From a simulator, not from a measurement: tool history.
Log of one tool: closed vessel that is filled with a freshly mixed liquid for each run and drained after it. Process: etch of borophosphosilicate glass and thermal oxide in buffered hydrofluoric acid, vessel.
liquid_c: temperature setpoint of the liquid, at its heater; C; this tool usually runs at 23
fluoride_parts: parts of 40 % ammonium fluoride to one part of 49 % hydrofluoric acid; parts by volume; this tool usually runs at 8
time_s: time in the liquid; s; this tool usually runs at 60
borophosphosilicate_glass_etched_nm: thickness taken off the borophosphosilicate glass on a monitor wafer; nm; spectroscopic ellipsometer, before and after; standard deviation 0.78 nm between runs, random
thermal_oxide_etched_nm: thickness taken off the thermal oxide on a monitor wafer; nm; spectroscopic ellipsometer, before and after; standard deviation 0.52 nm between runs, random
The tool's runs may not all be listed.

| run | hour | liquid_c | fluoride_parts | time_s | read-back film thickness of the borophosphosilicate glass reference wafer, read on the same gauge (nm) | read-back film thickness of the thermal oxide reference wafer, read on the same gauge (nm) | borophosphosilicate_glass_etched_nm | thermal_oxide_etched_nm |
|---|---|---|---|---|---|---|---|---|
| 1 | 0 | 23 | 8 | 50 | 40 | 130.02 | 75.3 | 68.62 |
| 2 | 14.1 | 19.5 | 8 | 60 | 40.02 | 129.99 | 75.66 | 67.73 |
| 3 | 44.1 | 19.5 | 8 | 60 | 40.01 | 130 | 75.04 | 67.18 |
| 4 | 64.3 | 23 | 8.5 | 80 | 40 | 130.03 | 114.47 | 103.24 |
| 5 | 94.6 | 23 | 8.5 | 80 | 39.99 | 129.97 | 115.21 | 102.91 |
|  | 106.4 | thermometer replaced |
| 6 | 115.5 | 23 | 8.5 | 80 | 39.99 | 130.03 | 113.53 | 102.91 |
| 7 | 133.2 | 23 | 8 | 60 | 40 | 129.97 | 91.54 | 82.77 |
| 8 | 166.6 | 23 | 8 | 60 | 40.01 | 130.02 | 90.3 | 81.77 |
| 9 | 193.4 | 23 | 8 | 60 | 40.01 | 130 | 91.21 | 82.09 |
| 10 | 227.3 | 23 | 10.5 | 35 | 40.01 | 130 | 41.87 | 37.54 |
| 11 | 250.6 | 19.5 | 8 | 60 | 40 | 129.96 | 75.74 | 66.7 |
| 12 | 278.8 | 26 | 5 | 60 | 40.02 | 129.98 | 167.24 | 148.05 |
|  | 333 | hydrofluoric acid flow meter replaced |
| 13 | 361.9 | 18.5 | 9.5 | 60 | 39.99 | 129.99 | 60.32 | 53.95 |
| 14 | 388 | 23 | 8 | 45 | 39.98 | 130.01 | 68.26 | 61.32 |
| 15 | 409.7 | 23 | 8 | 60 | 40 | 130 | 91.21 | 81.49 |
| 16 | 441.5 | 20 | 8 | 95 | 40 | 130.01 | 122.21 | 110.63 |
| 17 | 472.4 | 23 | 8 | 60 | 39.99 | 130.02 | 90.1 | 82.48 |
| 18 | 508 | 23 | 8 | 85 | 39.99 | 129.96 | 130.3 | 116 |
|  | 521.4 | gauge calibrated |
| 19 | 542.1 | 25.5 | 6 | 35 | 39.99 | 129.99 | 79.63 | 72.89 |
| 20 | 575.9 | 23 | 8 | 60 | 39.99 | 129.98 | 91.09 | 81.74 |
| 21 | 597.5 | 23 | 8 | 60 | 40.01 | 130 | 90.75 | 81.79 |
| 22 | 611.2 | 26 | 8 | 80 | 40.01 | 130.02 | 145.06 | 129.09 |
| 23 | 623.5 | 23 | 7 | 60 | 39.99 | 130.02 | 107 | 94.96 |

For run 24, what comes out?
| 24 | 717.2 | 26 | 6.5 | 30 | ? | ? | ? | ? |

Run 24 came out at read-back film thickness of the borophosphosilicate glass reference wafer, read on the same gauge (nm) 40, read-back film thickness of the thermal oxide reference wafer, read on the same gauge (nm) 130.04, borophosphosilicate_glass_etched_nm 67.17 nm, thermal_oxide_etched_nm 59.47 nm.
On a tool with no hidden condition, and with the same random variation, this run would have come out at borophosphosilicate_glass_etched_nm 67.17 nm, thermal_oxide_etched_nm 59.47 nm.
